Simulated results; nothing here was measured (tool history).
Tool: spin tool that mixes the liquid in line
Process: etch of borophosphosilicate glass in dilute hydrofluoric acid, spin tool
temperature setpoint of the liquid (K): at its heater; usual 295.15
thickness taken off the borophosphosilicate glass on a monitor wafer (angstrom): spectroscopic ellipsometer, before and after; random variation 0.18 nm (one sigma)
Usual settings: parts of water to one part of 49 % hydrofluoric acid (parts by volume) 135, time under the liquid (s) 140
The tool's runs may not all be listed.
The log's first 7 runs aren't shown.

run     day  temperature setpoint of the liquid (K)  parts of water to one part of 49 % hydrofluoric acid (parts by volume)  time under the liquid (s)  read-back film thickness of the borophosphosilicate glass reference wafer, read on the same gauge (nm)  thickness taken off the borophosphosilicate glass on a monitor wafer (angstrom)
  8  15.396                                  295.15                                                                     135                        140                                                                                                  127.24                                                                            239.5
  9  17.929                                  295.15                                                                     135                        140                                                                                                  127.03                                                                            238.7
 10  20.267                                  295.15                                                                     135                        140                                                                                                  126.81                                                                              239
 11  21.521                                  295.15                                                                     135                        140                                                                                                  126.76                                                                            237.5
 12  23.762                                  295.15                                                                     170                        140                                                                                                  126.61                                                                            180.6
 13  25.904                                  295.15                                                                     170                        140                                                                                                  126.48                                                                            180.9
 14  27.846                                  295.15                                                                     170                        140                                                                                                  126.37                                                                            179.3
 15  29.021                                  295.15                                                                     135                        140                                                                                                  126.29                                                                            236.7
 16  31.558                                  295.15                                                                     135                        140                                                                                                  126.19                                                                            235.1
 17  32.883                                  298.65                                                                      85                         70                                                                                                  126.16                                                                            228.8
     32.967  -- hydrofluoric acid flow meter replaced
 18  34.004                                  291.65                                                                     135                         60                                                                                                   126.1                                                                             87.4
 19  35.512                                  290.65                                                                     135                        220                                                                                                  126.09                                                                              312
 20  36.783                                  295.15                                                                     135                        140                                                                                                  126.05                                                                            231.4
 21  38.592                                  295.15                                                                      85                        140                                                                                                  126.01                                                                            391.1
 22  40.112                                  291.15                                                                     135                        140                                                                                                  125.93                                                                            202.7
 23  41.208                                  297.15                                                                     135                        190                                                                                                  125.93                                                                              348
     41.525  -- thermometer replaced
 24  42.283                                  295.15                                                                     135                        140                                                                                                  125.89                                                                            238.9
 25  44.438                                  297.65                                                                     135                        140                                                                                                  125.85                                                                            256.9
     45.479  -- gauge calibrated
 26  47.296                                  293.15                                                                     105                        190                                                                                                  128.75                                                                            399.3
 27  53.688                                  295.15                                                                     135                        140                                                                                                  127.52                                                                            238.8
     54.958  -- hydrofluoric acid flow meter replaced
 28  55.408                                  290.15                                                                     135                        115                                                                                                  127.26                                                                            159.3
 29  57.071                                  293.15                                                                     135                        190                                                                                                  127.01                                                                            293.3
 30  59.912                                  296.65                                                                     135                        185                                                                                                  126.68                                                                            334.6

5 ways to go on from here, each from the tool as it stands after run 30. What would each give?
  A  59.933                                  295.15                                                                     135                        140                                                                                                       ?                                                                                ?
  B  59.933                                  292.65                                                                     135                        140                                                                                                       ?                                                                                ?
  C  59.933                                  292.65                                                                     165                        140                                                                                                       ?                                                                                ?
  D  59.933                                  295.15                                                                     110                         80                                                                                                       ?                                                                                ?
  E  59.933                                  292.15                                                                      75                        210                                                                                                       ?                                                                                ?

run  read-back film thickness of the borophosphosilicate glass reference wafer, read on the same gauge (nm)  thickness taken off the borophosphosilicate glass on a monitor wafer (angstrom)
  A                                                                                                  126.65                                                                              238
  B                                                                                                  126.65                                                                            215.4
  C                                                                                                  126.65                                                                            170.9
  D                                                                                                  126.65                                                                            171.7
  E                                                                                                  126.65                                                                            608.3
Without the tool's hidden state the same runs would have given:
run  thickness taken off the borophosphosilicate glass on a monitor wafer (angstrom)
  A                                                                            244.3
  B                                                                            221.1
  C                                                                            175.4
  D                                                                            176.2
  E                                                                            624.3

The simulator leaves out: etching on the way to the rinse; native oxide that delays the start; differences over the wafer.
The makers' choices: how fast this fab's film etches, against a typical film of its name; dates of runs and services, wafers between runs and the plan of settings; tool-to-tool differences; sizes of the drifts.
